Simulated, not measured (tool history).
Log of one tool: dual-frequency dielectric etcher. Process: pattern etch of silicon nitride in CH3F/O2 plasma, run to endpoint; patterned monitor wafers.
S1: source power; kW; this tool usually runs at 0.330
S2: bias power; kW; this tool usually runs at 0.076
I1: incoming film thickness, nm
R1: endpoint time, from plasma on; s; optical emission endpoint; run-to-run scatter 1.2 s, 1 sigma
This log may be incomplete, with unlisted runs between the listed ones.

run,hour,S1,S2,I1,R1
1,0.0,0.330,0.076,107.9,127.5
2,8.7,0.330,0.076,109.3,131.1
3,25.5,0.330,0.076,109.4,131.3
4,38.8,0.330,0.076,109.1,130.1
5,47.4,0.330,0.076,109.6,132.4
6,55.3,0.290,0.064,110.3,145.1
7,64.3,0.290,0.064,109.9,141.4
8,74.5,0.330,0.076,109.0,129.1
9,80.9,0.330,0.076,109.5,130.9
10,96.6,0.370,0.090,109.6,119.9
11,108.6,0.270,0.070,109.2,143.0
# hour 117.1: bias power generator calibrated
# hour 130.2: source power generator calibrated
# hour 137.3: wet clean of the chamber
12,137.8,0.390,0.083,109.9,119.7
13,138.1,0.330,0.076,108.8,130.1
14,139.6,0.280,0.068,109.6,139.6
15,155.5,0.380,0.087,109.3,120.3

For run 16, what comes out?
# hour 186.1: upper electrode replaced
16,209.4,0.330,0.082,109.3,?

Run 16 yielded R1 127.0 s.
With no hidden state in the tool, this same run would have given R1 127.0 s.
